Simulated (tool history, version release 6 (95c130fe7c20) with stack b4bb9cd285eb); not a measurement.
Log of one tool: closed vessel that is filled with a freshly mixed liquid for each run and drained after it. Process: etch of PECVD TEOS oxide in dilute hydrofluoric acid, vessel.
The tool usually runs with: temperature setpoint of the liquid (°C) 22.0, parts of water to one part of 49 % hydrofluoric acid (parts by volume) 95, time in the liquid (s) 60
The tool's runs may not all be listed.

| run | hour | temperature setpoint of the liquid (°C) | parts of water to one part of 49 % hydrofluoric acid (parts by volume) | time in the liquid (s) | read-back film thickness of the PECVD TEOS oxide reference wafer, read on the same gauge (nm) | thickness taken off the PECVD TEOS oxide on a monitor wafer (Å) |
|---|---|---|---|---|---|---|
| 1 | 0.0 | 22.0 | 70 | 60 | 70.00 | 199.5 |
| 2 | 17.1 | 22.0 | 70 | 60 | 70.00 | 200.2 |
| 3 | 30.5 | 22.0 | 95 | 60 | 69.99 | 144.2 |
| 4 | 37.4 | 22.0 | 95 | 60 | 70.00 | 143.6 |
| 5 | 50.9 | 22.0 | 95 | 60 | 70.00 | 144.0 |
| 6 | 57.4 | 22.0 | 95 | 60 | 70.00 | 144.7 |
| 7 | 69.3 | 22.0 | 95 | 60 | 70.00 | 143.7 |
| 8 | 78.7 | 22.0 | 95 | 60 | 70.00 | 143.4 |
| 9 | 87.0 | 22.0 | 135 | 45 | 70.00 | 73.3 |
| 10 | 102.6 | 22.0 | 135 | 45 | 70.00 | 73.2 |
|  | 117.4 | gauge calibrated |
| 11 | 119.2 | 22.0 | 135 | 45 | 70.00 | 73.4 |
| 12 | 128.9 | 22.0 | 95 | 70 | 70.01 | 170.0 |
| 13 | 139.7 | 22.0 | 95 | 60 | 70.01 | 144.3 |
| 14 | 149.4 | 22.0 | 95 | 70 | 70.00 | 169.3 |
|  | 157.5 | hydrofluoric acid flow meter replaced |
| 15 | 166.3 | 19.5 | 130 | 60 | 70.00 | 79.9 |
|  | 168.4 | thermometer replaced |
| 16 | 182.2 | 22.0 | 45 | 40 | 69.98 | 188.4 |
| 17 | 194.5 | 22.0 | 135 | 45 | 69.99 | 63.6 |
| 18 | 211.0 | 25.0 | 145 | 30 | 69.98 | 44.0 |
| 19 | 224.4 | 22.0 | 95 | 60 | 70.01 | 127.1 |
| 20 | 233.3 | 22.0 | 145 | 60 | 70.00 | 78.5 |
| 21 | 248.9 | 23.5 | 135 | 60 | 69.99 | 90.5 |
| 22 | 259.6 | 22.0 | 65 | 45 | 69.98 | 144.3 |

Exercise: give the hidden state of the tool at every run:
liquid colder than its thermometer reads (K): 0 on each run
gauge reads high (%): 0 on each run
H1: hydrofluoric acid flow above the setpoint (%)
| run | H1 |
|---|---|
| 1 | 13.2 |
| 2 | 13.3 |
| 3 | 13.4 |
| 4 | 13.5 |
| 5 | 13.6 |
| 6 | 13.6 |
| 7 | 13.7 |
| 8 | 13.8 |
| 9 | 13.8 |
| 10 | 13.9 |
| 11 | 14 |
| 12 | 14.1 |
| 13 | 14.2 |
| 14 | 14.2 |
| 15 | 0.817 |
| 16 | 0.927 |
| 17 | 1.01 |
| 18 | 1.13 |
| 19 | 1.22 |
| 20 | 1.28 |
| 21 | 1.39 |
| 22 | 1.46 |
